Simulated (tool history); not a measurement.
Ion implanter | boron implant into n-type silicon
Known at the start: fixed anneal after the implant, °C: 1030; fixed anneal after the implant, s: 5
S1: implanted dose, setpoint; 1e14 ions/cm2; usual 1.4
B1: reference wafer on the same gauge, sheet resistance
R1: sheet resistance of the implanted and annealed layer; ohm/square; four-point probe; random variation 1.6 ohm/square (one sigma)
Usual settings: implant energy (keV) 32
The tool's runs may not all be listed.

Run 1, hour 0: usual settings; B1 647.85. Result: R1 592.87 ohm/square.
Run 2, hour 32.8: usual settings; B1 648.51. Result: R1 590.64 ohm/square.
Run 3, hour 46.5: usual settings but S1 1.68 1e14 ions/cm2; B1 647.76. Result: R1 517.1 ohm/square.
Run 4, hour 66.7: usual settings but S1 1.68 1e14 ions/cm2; B1 648.64. Result: R1 516.46 ohm/square.
Run 5, hour 85.8: usual settings but S1 1.68 1e14 ions/cm2; B1 648. Result: R1 517.66 ohm/square.
Run 6, hour 120.9: usual settings but S1 1.31 1e14 ions/cm2; B1 648.3. Result: R1 623.27 ohm/square.
Run 7, hour 151.3: usual settings but S1 1.31 1e14 ions/cm2; B1 648.33. Result: R1 620.72 ohm/square.
Run 8, hour 170.1: usual settings but S1 1.31 1e14 ions/cm2; B1 647.59. Result: R1 624.49 ohm/square.
At hour 187.6: extraction supply calibrated.
Run 9, hour 202.4: usual settings but S1 1.16 1e14 ions/cm2; B1 648.49. Result: R1 680.37 ohm/square.
Run 10, hour 233.8: usual settings but S1 1.16 1e14 ions/cm2; B1 647.69. Result: R1 678.75 ohm/square.
At hour 245.3: gauge calibrated.
Run 11, hour 247.1: usual settings but S1 1.16 1e14 ions/cm2; B1 647.57. Result: R1 679.83 ohm/square.
Run 12, hour 267.3: usual settings but S1 1.02 1e14 ions/cm2, implant energy (keV) 21; B1 647.92. Result: R1 809.8 ohm/square.
Run 13, hour 301.3: usual settings; B1 648.23. Result: R1 593.48 ohm/square.
At hour 334: Faraday cup replaced and dose calibrated.
Run 14, hour 334.5: usual settings but S1 1.05 1e14 ions/cm2, implant energy (keV) 24; B1 647.56. Result: R1 774.04 ohm/square.
Run 15, hour 358.9: usual settings but S1 1.6 1e14 ions/cm2, implant energy (keV) 40; B1 648.72. Result: R1 517.53 ohm/square.
Run 16, hour 384.5: usual settings but S1 1.75 1e14 ions/cm2, implant energy (keV) 41.5; B1 648.41. Result: R1 480.91 ohm/square.
Run 17, hour 409.8: usual settings but S1 1.06 1e14 ions/cm2, implant energy (keV) 28; B1 648.29. Result: R1 744.87 ohm/square.
Run 18, hour 434.5: usual settings but S1 1.57 1e14 ions/cm2, implant energy (keV) 24.5; B1 647.39. Result: R1 566.65 ohm/square.
Run 19, hour 454: usual settings but S1 1.16 1e14 ions/cm2; B1 648.08. Result: R1 683.7 ohm/square.
Run 20, hour 468.9: usual settings but S1 1.57 1e14 ions/cm2, implant energy (keV) 37; B1 647.92. Result: R1 533.26 ohm/square.
Run 21, hour 503.2: usual settings but S1 1.21 1e14 ions/cm2; B1 648.18. Result: R1 659.43 ohm/square.
Run 22, hour 515.5: usual settings; B1 647.95. Result: R1 595.46 ohm/square.

Forecast each of these 4 alternatives for the next run:
Run A, hour 515.9: usual settings; B1 ?. Result: R1 ?.
Run B, hour 515.9: usual settings but S1 1.54 1e14 ions/cm2; B1 ?. Result: R1 ?.
Run C, hour 515.9: usual settings but S1 1.58 1e14 ions/cm2; B1 ?. Result: R1 ?.
Run D, hour 515.9: usual settings but S1 1.64 1e14 ions/cm2, implant energy (keV) 27.5; B1 ?. Result: R1 ?.

run     B1      R1
  A  647.7  592.51
  B  647.7  551.59
  C  647.7     541
  D  647.7  537.88
Without the tool's hidden state the same runs would have given:
run      R1
  A  592.51
  B  551.59
  C     541
  D  537.88
